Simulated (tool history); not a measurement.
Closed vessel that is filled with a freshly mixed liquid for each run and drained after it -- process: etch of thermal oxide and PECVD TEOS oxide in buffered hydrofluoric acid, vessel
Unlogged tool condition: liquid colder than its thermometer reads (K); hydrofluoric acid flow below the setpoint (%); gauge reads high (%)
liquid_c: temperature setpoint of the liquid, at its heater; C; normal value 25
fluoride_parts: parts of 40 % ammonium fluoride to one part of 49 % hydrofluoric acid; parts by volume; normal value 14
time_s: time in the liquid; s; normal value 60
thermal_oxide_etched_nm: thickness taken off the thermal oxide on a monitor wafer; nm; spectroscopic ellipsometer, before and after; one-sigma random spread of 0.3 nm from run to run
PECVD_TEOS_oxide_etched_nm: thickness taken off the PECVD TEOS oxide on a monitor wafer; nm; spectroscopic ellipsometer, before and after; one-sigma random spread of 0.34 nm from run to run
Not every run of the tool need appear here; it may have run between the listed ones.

run   hour  liquid_c  fluoride_parts  time_s  wafers since the last listed run  hours since the thermometer was replaced  hours since the hydrofluoric acid flow meter was replaced  hours since the gauge calibration  read-back film thickness of the thermal oxide reference wafer, read on the same gauge (nm)  read-back film thickness of the PECVD TEOS oxide reference wafer, read on the same gauge (nm)  thermal_oxide_etched_nm  PECVD_TEOS_oxide_etched_nm
  1      0        25              14      60                                 0                                      22.2                                                     1498.9                              841.4                                                                                       49.98                                                                                         129.99                    46.94                      100.05
      40.8  -- gauge calibrated
      70.2  -- hydrofluoric acid flow meter replaced
  2   80.3        25              14      60                              7068                                     102.5                                                       10.1                               39.5                                                                                       50.01                                                                                         129.99                    47.67                       99.82
  3  103.6        25              14      60                              2076                                     125.8                                                       33.4                               62.8                                                                                          50                                                                                         129.98                    47.92                       99.51
  4  123.5        25              14      80                              1773                                     145.7                                                       53.3                               82.7                                                                                       50.02                                                                                         129.97                     63.1                      133.34
  5  140.5        25            12.5      45                              1515                                     162.7                                                       70.3                               99.7                                                                                       49.99                                                                                            130                    39.57                       84.02
  6    159      23.5              14      70                              1649                                     181.2                                                       88.8                              118.2                                                                                       50.02                                                                                         130.02                    50.25                      107.16
  7  191.6        23              17      30                              2905                                     213.8                                                      121.4                              150.8                                                                                          50                                                                                         129.96                    17.46                       36.93
  8    224      20.5              10      60                              2888                                     246.2                                                      153.8                              183.2                                                                                          50                                                                                         129.97                    50.89                      109.29
  9  247.5      29.5               9      30                              2094                                     269.7                                                      177.3                              206.7                                                                                       50.01                                                                                         130.05                    44.84                       94.37
 10  283.1        25              14      45                              3173                                     305.3                                                      212.9                              242.3                                                                                       50.01                                                                                         129.97                    35.09                       75.15
 11  309.6        25              17      60                              2362                                     331.8                                                      239.4                              268.8                                                                                       50.02                                                                                         129.95                    39.22                       82.14
 12  343.7        27              14      95                              3039                                     365.9                                                      273.5                              302.9                                                                                       50.01                                                                                            130                    83.02                      176.79
 13  373.3        25              14      60                              2638                                     395.5                                                      303.1                              332.5                                                                                       49.99                                                                                         129.99                     47.8                       99.85
 14  393.5      23.5              14      80                              1800                                     415.7                                                      323.3                              352.7                                                                                       50.01                                                                                         130.03                    58.12                      123.12
 15  411.6        27              14      60                              1613                                     433.8                                                      341.4                              370.8                                                                                       49.98                                                                                            130                    53.13                      111.74
 16  434.3        25              14      60                              2023                                     456.5                                                      364.1                              393.5                                                                                       50.01                                                                                         130.02                    47.45                      100.27
 17  463.7        25              14      60                              2620                                     485.9                                                      393.5                              422.9                                                                                       50.01                                                                                         129.98                    47.32                      100.21
 18  494.2        25              14      60                              2718                                     516.4                                                        424                              453.4                                                                                       50.03                                                                                         130.01                    47.18                       99.87
 19  514.3        23              11      75                              1791                                     536.5                                                      444.1                              473.5                                                                                       49.99                                                                                         130.01                    67.34                      141.69
 20  529.8      20.5              14      50                              1381                                       552                                                      459.6                                489                                                                                       49.99                                                                                         129.98                    30.59                       64.89
 21  549.4        25              14      30                              1747                                     571.6                                                      479.2                              508.6                                                                                          50                                                                                         129.98                    23.63                       49.85
 22  573.2        25            19.5      80                              2121                                     595.4                                                        503                              532.4                                                                                       49.99                                                                                            130                    45.87                       96.33
 23  594.2      22.5              16      30                              1871                                     616.4                                                        524                              553.4                                                                                       49.99                                                                                         129.96                    18.16                       38.28
 24  619.8        25              14      35                              2281                                       642                                                      549.6                                579                                                                                       49.99                                                                                            130                    27.35                       58.36
 25  650.9        20               9      45                              2772                                     673.1                                                      580.7                              610.1                                                                                       49.98                                                                                         129.99                    40.03                       84.23

Forecast each of these 5 alternatives for the next run:
  A  651.6        25              14      40                                62                                     673.8                                                      581.4                              610.8                                                                                           ?                                                                                              ?                        ?                           ?
  B  651.6        29            11.5      80                                62                                     673.8                                                      581.4                              610.8                                                                                           ?                                                                                              ?                        ?                           ?
  C  651.6      28.5             9.5      75                                62                                     673.8                                                      581.4                              610.8                                                                                           ?                                                                                              ?                        ?                           ?
  D  651.6        25            16.5      70                                62                                     673.8                                                      581.4                              610.8                                                                                           ?                                                                                              ?                        ?                           ?
  E  651.6        25             9.5      60                                62                                     673.8                                                      581.4                              610.8                                                                                           ?                                                                                              ?                        ?                           ?

run  read-back film thickness of the thermal oxide reference wafer, read on the same gauge (nm)  read-back film thickness of the PECVD TEOS oxide reference wafer, read on the same gauge (nm)  thermal_oxide_etched_nm  PECVD_TEOS_oxide_etched_nm
  A                                                                                          50                                                                                         129.96                    31.36                       66.84
  B                                                                                          50                                                                                         129.96                    94.16                      200.73
  C                                                                                          50                                                                                         129.96                   101.73                      216.86
  D                                                                                          50                                                                                         129.96                    46.69                       99.54
  E                                                                                          50                                                                                         129.96                    67.48                      143.84
Without the tool's unlogged condition, the same runs would have read:
run  thermal_oxide_etched_nm  PECVD_TEOS_oxide_etched_nm
  A                    31.36                       66.84
  B                    94.16                      200.73
  C                   101.73                      216.86
  D                    46.69                       99.54
  E                    67.48                      143.84
